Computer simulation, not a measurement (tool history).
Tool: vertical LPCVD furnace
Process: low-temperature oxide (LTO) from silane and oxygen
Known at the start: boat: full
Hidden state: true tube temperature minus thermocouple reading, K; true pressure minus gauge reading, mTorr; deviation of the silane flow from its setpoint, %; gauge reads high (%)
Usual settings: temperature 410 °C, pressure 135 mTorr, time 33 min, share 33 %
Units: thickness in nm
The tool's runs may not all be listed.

run,hour,temperature,pressure,time,share,wafers since the last listed run,hours since the last temperature calibration,hours since the pressure gauge was zeroed,hours since the silane flow controller was replaced,hours since the gauge calibration,"read-back reference wafer on the same gauge, thickness",thickness
1,0,416,135,33,38,0,3911.7,2492.8,4947.8,1101,180.03,215.65
# hour 10.6: gauge calibrated
2,19.7,410,135,33,33,292,3931.4,2512.5,4967.5,9.1,179.87,167.51
# hour 48: thermocouples replaced and temperature profile calibrated
# hour 71: pressure gauge zeroed
3,71.5,410,135,33,33,71,23.5,0.5,5019.3,60.9,180.01,157.71
4,75.9,410,135,33,33,65,27.9,4.9,5023.7,65.3,179.99,159.76
5,93.1,410,135,33,33,255,45.1,22.1,5040.9,82.5,180.27,157.09
# hour 123.3: silane flow controller replaced
6,125.3,410,135,33,33,121,77.3,54.3,2,114.7,180.15,159.39
7,155.1,410,135,33,33,442,107.1,84.1,31.8,144.5,180.15,159.42
8,171.7,403,135,33,33,246,123.7,100.7,48.4,161.1,179.94,147.62
9,187.8,410,135,33,33,238,139.8,116.8,64.5,177.2,180.22,158.91
10,220.2,410,135,24.5,33,480,172.2,149.2,96.9,209.6,179.86,119.14
11,252.2,410,135,33,33,474,204.2,181.2,128.9,241.6,179.83,160.17
12,272.5,404,170,26.5,31,301,224.5,201.5,149.2,261.9,179.86,139.64
13,296,410,135,33,31,348,248,225,172.7,285.4,180.05,147.42
14,319.3,410,135,45.5,33,345,271.3,248.3,196,308.7,179.95,223.26
15,351.8,410,135,33,33,482,303.8,280.8,228.5,341.2,180.24,161.75
16,374.9,410,135,33,33,342,326.9,303.9,251.6,364.3,180.24,160.93
17,394.8,410,135,33,33,295,346.8,323.8,271.5,384.2,180.15,161.7
18,410.7,407,105,43,39,235,362.7,339.7,287.4,400.1,180.11,197.13
19,471.4,417,115,33,38,900,423.4,400.4,348.1,460.8,179.93,179.77
20,493.8,417,115,40.5,38,332,445.8,422.8,370.5,483.2,179.96,219.19
21,512.4,405,145,36.5,33,275,464.4,441.4,389.1,501.8,179.96,180.49
22,545.1,410,135,33,33,485,497.1,474.1,421.8,534.5,180.1,162.61
23,571.4,410,145,33,31,390,523.4,500.4,448.1,560.8,179.96,160.74
24,588.1,410,135,37,29,247,540.1,517.1,464.8,577.5,180.15,153.02
25,605.7,410,135,33,39,261,557.7,534.7,482.4,595.1,180.27,202.81
26,637.5,406,145,42.5,37,471,589.5,566.5,514.2,626.9,180.24,249.91
27,671.5,410,135,33,33,504,623.5,600.5,548.2,660.9,179.7,163.06
28,697.6,417,105,33,38,387,649.6,626.6,574.3,687,179.74,164.52
29,720.3,410,120,33,37,336,672.3,649.3,597,709.7,180.21,170.06
30,745.4,410,125,33,35,372,697.4,674.4,622.1,734.8,179.73,163.42
31,764,410,135,33,33,275,716,693,640.7,753.4,179.95,163.64
32,782.5,410,135,33,33,274,734.5,711.5,659.2,771.9,180.1,164.48

Measured less the same run without the tool's hidden state. The same run-to-run variation is in both; the gauge's scatter may not be:
run,thickness
1,+10.04
2,+7.81
3,-0.59
4,-0.56
5,-0.38
6,-0.08
7,+0.2
8,+0.33
9,+0.5
10,+0.58
11,+1.04
12,+0.83
13,+1.28
14,+2.17
15,+1.81
16,+1.96
17,+2.1
18,+3.46
19,+3.38
20,+4.34
21,+2.96
22,+3.05
23,+2.94
24,+3.09
25,+4.21
26,+5.07
27,+3.71
28,+4.94
29,+4.61
30,+4.38
31,+4.14
32,+4.25

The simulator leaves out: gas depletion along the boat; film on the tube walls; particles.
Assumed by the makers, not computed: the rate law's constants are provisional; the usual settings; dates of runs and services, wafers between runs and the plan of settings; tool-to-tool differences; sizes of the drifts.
